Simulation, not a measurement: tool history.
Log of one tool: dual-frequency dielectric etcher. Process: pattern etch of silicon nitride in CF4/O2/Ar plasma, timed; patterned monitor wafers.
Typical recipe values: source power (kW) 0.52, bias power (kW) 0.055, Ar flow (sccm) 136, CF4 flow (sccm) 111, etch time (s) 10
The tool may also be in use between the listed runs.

run	hour	source power (kW)	bias power (kW)	Ar flow (sccm)	CF4 flow (sccm)	etch time (s)	wafers since the last listed run	hours since the last wet clean	hours since the last source power generator calibration	hours since the last bias power generator calibration	hours since the last Ar flow controller change	hours since the last CF4 flow controller change	hours since the last upper electrode change	hours since the gauge calibration	read-back reference wafer on the same gauge, depth_nm	mean etch depth across the wafer (angstrom)
1	0	0.52	0.055	136	111	10	0	415.7	2303.9	4500	3455.7	2237.3	72.5	341	23.22	188.2
# hour 20.3: Ar flow controller replaced
# hour 24.7: bias power generator calibrated
2	25.2	0.52	0.061	136	111	10	213	440.9	2329.1	0.5	4.9	2262.5	97.7	366.2	23.19	195.6
3	41.9	0.52	0.061	136	111	10	234	457.6	2345.8	17.2	21.6	2279.2	114.4	382.9	23.21	195.2
# hour 69.7: gauge calibrated
4	70.9	0.52	0.061	136	111	10	406	486.6	2374.8	46.2	50.6	2308.2	143.4	1.2	23.21	195.9
# hour 102.5: wet clean of the chamber
5	103	0.52	0.055	136	100	11	113	0.5	2406.9	78.3	82.7	2340.3	175.5	33.3	23.17	212.6
6	114.7	0.52	0.055	136	111	10	163	12.2	2418.6	90	94.4	2352	187.2	45	23.22	195.2
# hour 136.2: source power generator calibrated
7	144.2	0.6	0.055	157	111	10	357	41.7	8	119.5	123.9	2381.5	216.7	74.5	23.24	219.4
8	168.4	0.52	0.055	136	111	10	339	65.9	32.2	143.7	148.1	2405.7	240.9	98.7	23.23	195.1
9	185.6	0.52	0.067	146	111	10	241	83.1	49.4	160.9	165.3	2422.9	258.1	115.9	23.21	204.9
10	202.7	0.52	0.055	136	132	10	239	100.2	66.5	178	182.4	2440	275.2	133	23.16	199.1
11	228.6	0.52	0.068	109	111	10	363	126.1	92.4	203.9	208.3	2465.9	301.1	158.9	23.2	217.9
12	253.2	0.52	0.061	136	138	10	344	150.7	117	228.5	232.9	2490.5	325.7	183.5	23.21	205.8
13	270.4	0.52	0.051	111	111	10	241	167.9	134.2	245.7	250.1	2507.7	342.9	200.7	23.2	195.2
# hour 310.1: CF4 flow controller replaced
14	310.6	0.52	0.055	105	96	10	479	208.1	174.4	285.9	290.3	0.5	383.1	240.9	23.22	197.9
15	321.6	0.52	0.055	121	111	12.5	154	219.1	185.4	296.9	301.3	11.5	394.1	251.9	23.2	247.4
16	343.9	0.43	0.055	158	122	10	312	241.4	207.7	319.2	323.6	33.8	416.4	274.2	23.24	155.3
17	376.7	0.52	0.064	136	139	10	459	274.2	240.5	352	356.4	66.6	449.2	307	23.21	208.1
18	390.7	0.52	0.055	136	111	10	196	288.2	254.5	366	370.4	80.6	463.2	321	23.17	190.7
19	410.8	0.48	0.055	136	111	10	281	308.3	274.6	386.1	390.5	100.7	483.3	341.1	23.2	174.3
20	437.8	0.52	0.06	122	111	10	378	335.3	301.6	413.1	417.5	127.7	510.3	368.1	23.19	200.2
21	466.5	0.52	0.055	136	111	10	402	364	330.3	441.8	446.2	156.4	539	396.8	23.2	190.1
# hour 515.1: gauge calibrated
22	519.7	0.52	0.055	136	111	10	745	417.2	383.5	495	499.4	209.6	592.2	4.6	23.2	188.6

Each row is a separate what-if for the run after 22, all from the same tool condition, not one after another. Results?
A	520.1	0.52	0.055	136	111	10	5	417.6	383.9	495.4	499.8	210	592.6	5	?	?
B	520.1	0.52	0.059	147	111	10	5	417.6	383.9	495.4	499.8	210	592.6	5	?	?
C	520.1	0.52	0.051	136	95	11.5	5	417.6	383.9	495.4	499.8	210	592.6	5	?	?

run	read-back reference wafer on the same gauge, depth_nm	mean etch depth across the wafer (angstrom)
A	23.19	189.9
B	23.19	191.8
C	23.19	207.4
With no hidden state in the tool, these same runs would have given:
run	mean etch depth across the wafer (angstrom)
A	196.5
B	198.5
C	214.6

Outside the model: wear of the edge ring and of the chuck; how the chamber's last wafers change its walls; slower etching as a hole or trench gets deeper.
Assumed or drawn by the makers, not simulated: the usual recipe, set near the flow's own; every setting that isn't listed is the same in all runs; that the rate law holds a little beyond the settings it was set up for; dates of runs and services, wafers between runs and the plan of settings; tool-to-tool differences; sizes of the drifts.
